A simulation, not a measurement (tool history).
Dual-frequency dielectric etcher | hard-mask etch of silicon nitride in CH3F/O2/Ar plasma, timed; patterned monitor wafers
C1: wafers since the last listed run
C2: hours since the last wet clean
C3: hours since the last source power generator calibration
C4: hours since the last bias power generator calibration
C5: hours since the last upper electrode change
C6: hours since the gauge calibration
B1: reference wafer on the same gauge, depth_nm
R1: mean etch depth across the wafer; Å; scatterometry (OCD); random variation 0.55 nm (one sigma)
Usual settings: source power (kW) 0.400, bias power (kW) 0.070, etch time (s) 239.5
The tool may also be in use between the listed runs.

{"run": 1, "hour": 0.0, "source power (kW)": 0.4, "bias power (kW)": 0.07, "etch time (s)": 239.5, "C1": 0, "C2": 260.2, "C3": 3017.9, "C4": 3206.0, "C5": 1381.5, "C6": 271.7, "B1": 150.2, "R1": 1617}
{"hour": 193.9, "done": "wet clean of the chamber"}
{"run": 2, "hour": 194.4, "source power (kW)": 0.4, "bias power (kW)": 0.057, "etch time (s)": 239.5, "C1": 1275, "C2": 0.5, "C3": 3212.3, "C4": 3400.4, "C5": 1575.9, "C6": 466.1, "B1": 149.8, "R1": 1429}
{"run": 3, "hour": 238.2, "source power (kW)": 0.4, "bias power (kW)": 0.057, "etch time (s)": 239.5, "C1": 327, "C2": 44.3, "C3": 3256.1, "C4": 3444.2, "C5": 1619.7, "C6": 509.9, "B1": 149.8, "R1": 1425}
{"run": 4, "hour": 290.2, "source power (kW)": 0.4, "bias power (kW)": 0.07, "etch time (s)": 239.5, "C1": 389, "C2": 96.3, "C3": 3308.1, "C4": 3496.2, "C5": 1671.7, "C6": 561.9, "B1": 149.8, "R1": 1548}
{"run": 5, "hour": 325.6, "source power (kW)": 0.4, "bias power (kW)": 0.07, "etch time (s)": 239.5, "C1": 264, "C2": 131.7, "C3": 3343.5, "C4": 3531.6, "C5": 1707.1, "C6": 597.3, "B1": 150.0, "R1": 1549}
{"run": 6, "hour": 355.8, "source power (kW)": 0.4, "bias power (kW)": 0.07, "etch time (s)": 239.5, "C1": 226, "C2": 161.9, "C3": 3373.7, "C4": 3561.8, "C5": 1737.3, "C6": 627.5, "B1": 150.0, "R1": 1533}
{"hour": 394.7, "done": "wet clean of the chamber, repeated, since the last time left the tool worse"}
{"run": 7, "hour": 410.7, "source power (kW)": 0.4, "bias power (kW)": 0.07, "etch time (s)": 239.5, "C1": 231, "C2": 16.0, "C3": 3428.6, "C4": 3616.7, "C5": 1792.2, "C6": 682.4, "B1": 149.8, "R1": 1641}
{"hour": 435.0, "done": "gauge calibrated"}
{"hour": 442.5, "done": "upper electrode replaced"}
{"run": 8, "hour": 482.2, "source power (kW)": 0.44, "bias power (kW)": 0.07, "etch time (s)": 190.5, "C1": 355, "C2": 87.5, "C3": 3500.1, "C4": 3688.2, "C5": 39.7, "C6": 47.2, "B1": 149.8, "R1": 1344}
{"hour": 502.0, "done": "bias power generator calibrated"}
{"run": 9, "hour": 530.3, "source power (kW)": 0.43, "bias power (kW)": 0.058, "etch time (s)": 219.0, "C1": 330, "C2": 135.6, "C3": 3548.2, "C4": 28.3, "C5": 87.8, "C6": 95.3, "B1": 150.1, "R1": 1415}
{"hour": 557.8, "done": "source power generator calibrated"}
{"run": 10, "hour": 584.5, "source power (kW)": 0.4, "bias power (kW)": 0.07, "etch time (s)": 239.5, "C1": 375, "C2": 189.8, "C3": 26.7, "C4": 82.5, "C5": 142.0, "C6": 149.5, "B1": 150.2, "R1": 1625}
{"run": 11, "hour": 643.8, "source power (kW)": 0.47, "bias power (kW)": 0.064, "etch time (s)": 179.5, "C1": 443, "C2": 249.1, "C3": 86.0, "C4": 141.8, "C5": 201.3, "C6": 208.8, "B1": 149.9, "R1": 1230}
{"run": 12, "hour": 713.4, "source power (kW)": 0.4, "bias power (kW)": 0.056, "etch time (s)": 302.0, "C1": 521, "C2": 318.7, "C3": 155.6, "C4": 211.4, "C5": 270.9, "C6": 278.4, "B1": 150.0, "R1": 1854}
{"hour": 785.2, "done": "wet clean of the chamber"}
{"run": 13, "hour": 785.7, "source power (kW)": 0.4, "bias power (kW)": 0.07, "etch time (s)": 239.5, "C1": 361, "C2": 0.5, "C3": 227.9, "C4": 283.7, "C5": 343.2, "C6": 350.7, "B1": 150.1, "R1": 1664}
{"run": 14, "hour": 831.4, "source power (kW)": 0.49, "bias power (kW)": 0.076, "etch time (s)": 304.0, "C1": 342, "C2": 46.2, "C3": 273.6, "C4": 329.4, "C5": 388.9, "C6": 396.4, "B1": 150.1, "R1": 2291}

How the hidden state differs across the entries between the runs, from the last listed run before each to the first after it:
Between runs 1 and 2: wet clean of the chamber (hour 193.9)
  etch rate over this chamber's usual, %: -2.11 -> -5.67
  measured less the result without the state, R1: -35 -> -85 Å
Between runs 6 and 7: wet clean of the chamber, repeated, since the last time left the tool worse (hour 394.7)
  etch rate over this chamber's usual, %: -6.67 -> -0.198
  measured less the result without the state, R1: -109 -> -4 Å
Between runs 7 and 8: gauge calibrated (hour 435.0); upper electrode replaced (hour 442.5)
  etch rate over this chamber's usual, %: -0.198 -> -0.643
  measured less the result without the state, R1: -4 -> -8 Å
Between runs 8 and 9: bias power generator calibrated (hour 502.0)
  etch rate over this chamber's usual, %: -0.643 -> -0.942
  measured less the result without the state, R1: -8 -> -13 Å
Between runs 9 and 10: source power generator calibrated (hour 557.8)
  etch rate over this chamber's usual, %: -0.942 -> -1.28
  measured less the result without the state, R1: -13 -> -21 Å
Between runs 12 and 13: wet clean of the chamber (hour 785.2)
  etch rate over this chamber's usual, %: -2.08 -> 0.232
  measured less the result without the state, R1: -39 -> +4 Å
